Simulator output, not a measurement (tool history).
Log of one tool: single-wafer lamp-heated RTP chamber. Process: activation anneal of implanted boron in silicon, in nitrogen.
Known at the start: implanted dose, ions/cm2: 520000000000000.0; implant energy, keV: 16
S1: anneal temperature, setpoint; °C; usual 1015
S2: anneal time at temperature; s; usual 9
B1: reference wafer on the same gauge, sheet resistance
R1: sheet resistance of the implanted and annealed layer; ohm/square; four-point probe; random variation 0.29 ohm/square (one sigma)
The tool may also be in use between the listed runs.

{"run": 1, "hour": 0.0, "S1": 997, "S2": 9, "B1": 198.99, "R1": 198.18}
{"hour": 15.5, "done": "pyrometer window cleaned and pyrometer calibrated"}
{"run": 2, "hour": 16.0, "S1": 997, "S2": 9, "B1": 199.01, "R1": 200.46}
{"run": 3, "hour": 28.5, "S1": 997, "S2": 9, "B1": 199.02, "R1": 199.58}
{"run": 4, "hour": 56.7, "S1": 1015, "S2": 9, "B1": 199.05, "R1": 195.62}
{"run": 5, "hour": 91.1, "S1": 1015, "S2": 9, "B1": 199.04, "R1": 195.37}
{"run": 6, "hour": 113.5, "S1": 993, "S2": 11, "B1": 199.06, "R1": 198.97}
{"hour": 153.1, "done": "reflector plate cleaned"}
{"run": 7, "hour": 153.6, "S1": 993, "S2": 11, "B1": 198.99, "R1": 198.52}
{"run": 8, "hour": 171.6, "S1": 1015, "S2": 9, "B1": 198.98, "R1": 194.75}
{"hour": 192.3, "done": "pyrometer window cleaned and pyrometer calibrated"}
{"run": 9, "hour": 207.5, "S1": 1015, "S2": 9, "B1": 199.02, "R1": 196.74}
{"run": 10, "hour": 232.8, "S1": 991, "S2": 7, "B1": 199.01, "R1": 203.91}
{"hour": 259.1, "done": "gauge calibrated"}
{"run": 11, "hour": 263.3, "S1": 988, "S2": 11, "B1": 199.0, "R1": 202.69}
{"run": 12, "hour": 284.9, "S1": 1015, "S2": 9, "B1": 199.02, "R1": 196.45}
{"run": 13, "hour": 300.1, "S1": 1015, "S2": 9, "B1": 199.01, "R1": 195.37}
{"hour": 338.2, "done": "pyrometer window cleaned and pyrometer calibrated"}
{"run": 14, "hour": 338.7, "S1": 1007, "S2": 9, "B1": 198.94, "R1": 197.77}
{"run": 15, "hour": 349.5, "S1": 1035, "S2": 9, "B1": 198.99, "R1": 194.49}
{"run": 16, "hour": 380.3, "S1": 1030, "S2": 13, "B1": 199.0, "R1": 193.73}
{"run": 17, "hour": 400.3, "S1": 997, "S2": 11, "B1": 198.98, "R1": 198.89}

4 ways to go on from here, each from the tool as it stands after run 17. What would each give?
{"run": "A", "hour": 400.7, "S1": 1015, "S2": 9, "B1": "?", "R1": "?"}
{"run": "B", "hour": 400.7, "S1": 1015, "S2": 11, "B1": "?", "R1": "?"}
{"run": "C", "hour": 400.7, "S1": 1004, "S2": 7, "B1": "?", "R1": "?"}
{"run": "D", "hour": 400.7, "S1": 998, "S2": 11, "B1": "?", "R1": "?"}

run=A B1=199.01 R1=195.92
run=B B1=199.01 R1=195.55
run=C B1=199.01 R1=198.34
run=D B1=199.01 R1=198.79
Without the tool's hidden state the same runs would have given:
run=A R1=196.27
run=B R1=195.89
run=C R1=199.01
run=D R1=199.61

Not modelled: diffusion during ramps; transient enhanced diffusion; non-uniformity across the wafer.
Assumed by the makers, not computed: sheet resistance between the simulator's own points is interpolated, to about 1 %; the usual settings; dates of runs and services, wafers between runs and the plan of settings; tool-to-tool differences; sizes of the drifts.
